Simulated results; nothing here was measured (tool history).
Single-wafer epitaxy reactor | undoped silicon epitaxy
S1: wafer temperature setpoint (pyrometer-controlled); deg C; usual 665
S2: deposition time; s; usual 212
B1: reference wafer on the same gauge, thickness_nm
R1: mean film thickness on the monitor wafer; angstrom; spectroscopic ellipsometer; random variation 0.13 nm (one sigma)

run 1 day=0.000 | S1=654 S2=212 | B1=59.392 | R1=339.33
run 2 day=0.496 | S1=654 S2=212 | B1=59.385 | R1=338.27
run 3 day=1.038 | S1=669 S2=228 | B1=59.393 | R1=523.73
run 4 day=1.542 | S1=669 S2=228 | B1=59.382 | R1=521.71
run 5 day=2.038 | S1=669 S2=228 | B1=59.384 | R1=522.58
run 6 day=2.758 | S1=665 S2=212 | B1=59.405 | R1=442.21
run 7 day=3.258 | S1=665 S2=212 | B1=59.406 | R1=440.77
run 8 day=3.779 | S1=665 S2=241 | B1=59.392 | R1=499.31
run 9 day=4.275 | S1=665 S2=241 | B1=59.419 | R1=501.21
run 10 day=5.083 | S1=674 S2=212 | B1=59.409 | R1=614.61
run 11 day=5.096 | S1=680 S2=240 | B1=59.372 | R1=795.80
run 12 day=7.000 | S1=673 S2=171 | B1=59.412 | R1=482.39
run 13 day=7.746 | S1=654 S2=170 | B1=59.383 | R1=303.02
run 14 day=9.579 | S1=669 S2=230 | B1=59.396 | R1=591.32
run 15 day=10.150 | S1=665 S2=212 | B1=59.400 | R1=492.29
run 16 day=10.554 | S1=665 S2=176 | B1=59.424 | R1=408.96
run 17 day=10.988 | S1=665 S2=212 | B1=59.371 | R1=495.15
run 18 day=11.708 | S1=653 S2=245 | B1=59.407 | R1=427.36
run 19 day=12.338 | S1=671 S2=238 | B1=59.420 | R1=640.96
run 20 day=12.758 | S1=671 S2=195 | B1=59.442 | R1=523.97

Taken out of this log: 3 entries between the listed runs. Where each belongs, and how the hidden state differs across it:
Between runs 2 and 3: gauge calibrated (day 0.533)
  wafer temperature above the value expected at the setpoint (K): -4.67 -> -4.72
  measured less the result without the state, R1: -41.64 -> -62.70 angstrom
Between runs 9 and 10: pyrometer calibrated (day 5.062)
  wafer temperature above the value expected at the setpoint (K): -5.02 -> -0.271
  measured less the result without the state, R1: -64.70 -> -3.93 angstrom
Between runs 13 and 14: gauge calibrated (day 8.008)
  wafer temperature above the value expected at the setpoint (K): -0.274 -> -0.279
  measured less the result without the state, R1: -2.05 -> -3.95 angstrom

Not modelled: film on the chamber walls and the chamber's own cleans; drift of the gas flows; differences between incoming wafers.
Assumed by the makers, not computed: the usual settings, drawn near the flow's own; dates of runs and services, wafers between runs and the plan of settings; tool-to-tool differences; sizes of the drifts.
